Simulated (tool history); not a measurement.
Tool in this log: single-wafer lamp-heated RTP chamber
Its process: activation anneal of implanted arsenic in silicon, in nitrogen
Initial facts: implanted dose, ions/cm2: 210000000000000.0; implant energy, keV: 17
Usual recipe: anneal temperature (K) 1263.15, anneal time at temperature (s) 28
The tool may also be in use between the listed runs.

run	hour	anneal temperature (K)	anneal time at temperature (s)	read-back reference wafer on the same gauge, sheet resistance	sheet resistance of the implanted and annealed layer (ohm/square)
1	0	1263.15	28	334.99	414.17
2	23.7	1257.15	28	334.8	415.29
3	50.1	1263.15	28	334.54	413.56
4	67.9	1263.15	32	334.72	412.66
5	90.1	1263.15	32	334.19	412.46
# hour 115.7: reflector plate cleaned
6	116.2	1263.15	28	333.81	413.19
7	125.5	1263.15	23	333.57	413.25
8	140.1	1263.15	28	333.54	412.01
9	158.9	1263.15	28	333.28	412.15
# hour 237.3: gauge calibrated
10	238.9	1263.15	28	335.94	414.61
11	256.7	1263.15	28	336.16	415.31
12	271.4	1249.15	32	336.24	417.3
13	298.6	1263.15	28	335.93	413.54
14	328.3	1263.15	22	335.57	415.39
# hour 347.8: reflector plate cleaned
15	357.4	1271.15	13	335.71	416.77
# hour 371.8: pyrometer window cleaned and pyrometer calibrated
16	372.3	1263.15	17	335.59	416.44
17	387.6	1279.15	20	335.43	414.9
18	401.7	1236.15	20	335.23	419
19	419.4	1263.15	14	334.82	416.87
20	454.4	1263.15	28	334.5	413.39
21	476.3	1263.15	28	334.43	412.65
22	502.8	1263.15	28	333.7	411.96

Difference, measured minus no-hidden-state, one row per run. Run-to-run variation is common to both terms; the gauge's own scatter need not be:
Hidden state at play: true wafer temperature minus pyrometer reading, K; wafer temperature error from the tarnished reflector plate, K; gauge reads high (%).
run	sheet resistance of the implanted and annealed layer (ohm/square)
1	-1.09
2	-1.32
3	-1.62
4	-1.87
5	-2.2
6	-2.65
7	-2.84
8	-3.11
9	-3.51
10	+0.18
11	+0.17
12	+0.13
13	+0.03
14	-0.16
15	-0.42
16	-0.57
17	-0.76
18	-0.95
19	-1.21
20	-1.78
21	-2.19
22	-2.75
